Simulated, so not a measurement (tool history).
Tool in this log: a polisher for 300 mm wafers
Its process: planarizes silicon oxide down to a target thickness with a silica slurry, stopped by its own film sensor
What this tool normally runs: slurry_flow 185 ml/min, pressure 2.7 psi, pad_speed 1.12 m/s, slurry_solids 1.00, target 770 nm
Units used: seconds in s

| run | hour | slurry_flow | pressure | pad_speed | slurry_solids | target | incoming thickness of the incoming film, nm | seconds |
|---|---|---|---|---|---|---|---|---|
| 1 | 0.0 | 185 | 2.0 | 1.12 | 1.00 | 828 | 1085.5 | 147.8 |
| 2 | 22.4 | 185 | 2.7 | 1.12 | 1.00 | 770 | 1084.5 | 132.2 |
| 3 | 42.4 | 185 | 2.7 | 1.12 | 1.00 | 770 | 1077.2 | 129.5 |
| 4 | 64.4 | 185 | 2.7 | 1.12 | 1.00 | 770 | 1083.1 | 132.3 |
| 5 | 94.8 | 185 | 2.7 | 1.12 | 1.00 | 770 | 1081.6 | 134.1 |
|  | 107.4 | worn pad replaced by a new one |
| 6 | 112.3 | 185 | 2.7 | 1.12 | 1.00 | 770 | 1077.4 | 130.4 |
| 7 | 144.7 | 210 | 2.2 | 1.12 | 1.00 | 770 | 1069.3 | 152.8 |
| 8 | 173.6 | 210 | 2.2 | 1.12 | 1.00 | 770 | 1058.4 | 145.2 |
|  | 178.2 | conditioning disc replaced and pad reconditioned |
| 9 | 198.4 | 185 | 2.7 | 1.12 | 1.00 | 770 | 1076.6 | 129.9 |
| 10 | 214.3 | 150 | 2.7 | 1.42 | 0.80 | 804 | 1086.0 | 108.3 |
| 11 | 238.8 | 185 | 2.7 | 1.12 | 1.00 | 734 | 1087.7 | 149.0 |
| 12 | 256.2 | 185 | 2.7 | 1.12 | 0.75 | 770 | 1070.2 | 137.2 |
|  | 268.3 | worn pad replaced by a new one |
| 13 | 270.1 | 200 | 2.7 | 1.24 | 1.25 | 832 | 1084.2 | 92.9 |
|  | 277.0 | slurry nozzle cleaned |
|  | 286.9 | slurry blender recalibrated |
| 14 | 287.9 | 160 | 2.7 | 1.12 | 1.00 | 770 | 1082.8 | 135.8 |
|  | 292.5 | head pressure recalibrated |
| 15 | 321.2 | 185 | 2.7 | 1.12 | 1.00 | 831 | 1081.0 | 104.7 |
| 16 | 343.0 | 185 | 3.6 | 1.36 | 1.30 | 770 | 1083.7 | 80.4 |
| 17 | 376.5 | 185 | 2.2 | 0.88 | 1.10 | 770 | 1065.5 | 179.9 |
|  | 391.3 | conditioning disc replaced and pad reconditioned |
| 18 | 401.9 | 155 | 3.2 | 0.90 | 1.00 | 702 | 1077.4 | 165.7 |
|  | 414.4 | worn pad replaced by a new one |
| 19 | 425.2 | 185 | 2.4 | 1.50 | 1.10 | 770 | 1068.5 | 109.9 |
| 20 | 450.7 | 125 | 2.7 | 0.82 | 1.00 | 770 | 1082.8 | 182.1 |
| 21 | 479.9 | 185 | 2.7 | 1.12 | 1.00 | 770 | 1088.0 | 131.4 |
| 22 | 494.0 | 185 | 2.7 | 1.12 | 1.00 | 770 | 1079.1 | 129.8 |
| 23 | 513.5 | 210 | 2.2 | 1.12 | 1.00 | 770 | 1096.2 | 166.5 |
| 24 | 525.9 | 185 | 3.0 | 1.12 | 1.00 | 770 | 1079.1 | 117.4 |
|  | 548.3 | worn pad replaced by a new one |
| 25 | 552.8 | 185 | 2.4 | 0.84 | 1.20 | 738 | 1076.4 | 193.6 |
| 26 | 571.7 | 165 | 2.7 | 1.12 | 1.30 | 770 | 1063.0 | 118.1 |

Predict each of these 3 candidate next runs independently; none follows another, all start after run 26:
| A | 572.2 | 185 | 2.7 | 1.12 | 1.00 | 708 | 1079.4 | ? |
| B | 572.2 | 185 | 2.3 | 1.32 | 1.30 | 856 | 1079.4 | ? |
| C | 572.2 | 185 | 2.7 | 1.44 | 1.00 | 851 | 1079.4 | ? |

| run | seconds |
|---|---|
| A | 156.6 |
| B | 90.6 |
| C | 78.7 |
Stripped of hidden state, with their random variation kept, the same runs would have yielded:
| run | seconds |
|---|---|
| A | 156.6 |
| B | 90.6 |
| C | 78.7 |

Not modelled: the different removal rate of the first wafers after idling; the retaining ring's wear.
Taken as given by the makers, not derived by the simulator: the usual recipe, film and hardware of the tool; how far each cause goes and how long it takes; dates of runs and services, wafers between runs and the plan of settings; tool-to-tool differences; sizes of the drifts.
